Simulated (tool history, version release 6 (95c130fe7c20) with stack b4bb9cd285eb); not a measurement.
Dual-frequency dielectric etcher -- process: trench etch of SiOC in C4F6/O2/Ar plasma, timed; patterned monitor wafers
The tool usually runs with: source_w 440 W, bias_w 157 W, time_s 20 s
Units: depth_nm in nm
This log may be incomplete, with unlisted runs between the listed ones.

run	hour	source_w	bias_w	time_s	wafers since the last listed run	hours since the last wet clean	hours since the last source power generator calibration	hours since the last bias power generator calibration	hours since the last upper electrode change	hours since the gauge calibration	read-back reference wafer on the same gauge, depth_nm	depth_nm
1	0	440	157	18	0	608.5	2230.8	1207.8	4065.3	1107.8	40.98	42.03
# hour 8.6: wet clean of the chamber
2	38.6	440	157	18	664	30	2269.4	1246.4	4103.9	1146.4	41.05	40.11
3	120.6	440	157	18	1819	112	2351.4	1328.4	4185.9	1228.4	41.09	40.26
4	163.7	440	157	23	956	155.1	2394.5	1371.5	4229	1271.5	41	52.09
5	207.6	440	157	23	974	199	2438.4	1415.4	4272.9	1315.4	41.1	52.08
6	308.9	440	157	23	2248	300.3	2539.7	1516.7	4374.2	1416.7	41.06	51.58
7	406.3	440	157	20	2161	397.7	2637.1	1614.1	4471.6	1514.1	41.03	45.37
8	484.4	440	142	16.5	1733	475.8	2715.2	1692.2	4549.7	1592.2	41.01	36.18
# hour 581.8: wet clean of the chamber
9	582.3	440	142	16.5	1640	0.5	2813.1	1790.1	4647.6	1690.1	41.05	35.59
# hour 622.7: gauge calibrated
10	641.2	440	142	16.5	1307	59.4	2872	1849	4706.5	18.5	40.94	35.68
# hour 663.1: bias power generator calibrated
11	725.6	440	157	20	1784	143.8	2956.4	62.5	4790.9	102.9	41.04	44.72
12	790.8	440	157	20	1447	209	3021.6	127.7	4856.1	168.1	41.1	44.64
13	875.9	440	157	20	1888	294.1	3106.7	212.8	4941.2	253.2	40.99	45.59
# hour 1029.6: upper electrode replaced, of another model than before
# hour 1033.2: source power generator calibrated
14	1033.7	380	183	20	2887	451.9	0.5	370.6	4.1	411	41.03	44.83
15	1105.7	500	157	20	1597	523.9	72.5	442.6	76.1	483	40.92	48.39
# hour 1197.7: wet clean of the chamber
16	1198.2	350	128	15	1520	0.5	165	535.1	168.6	575.5	40.96	29.23
17	1258.3	440	157	20	1333	60.6	225.1	595.2	228.7	635.6	41.1	44.75
18	1344.1	370	157	15	1904	146.4	310.9	681	314.5	721.4	40.98	31.29
19	1446.4	400	135	18.5	2270	248.7	413.2	783.3	416.8	823.7	40.94	38.75
20	1513.1	440	157	20	1480	315.4	479.9	850	483.5	890.4	40.92	45.43

Estimate the outcome of run 21 from the log above:
21	1619.3	400	142	15.5	2357	421.6	586.1	956.2	589.7	996.6	?	?

Run 21 came out at read-back reference wafer on the same gauge, depth_nm 41.08, depth_nm 33.26 nm.
The same run, on a tool lacking any hidden state, would have yielded depth_nm 32.45 nm.
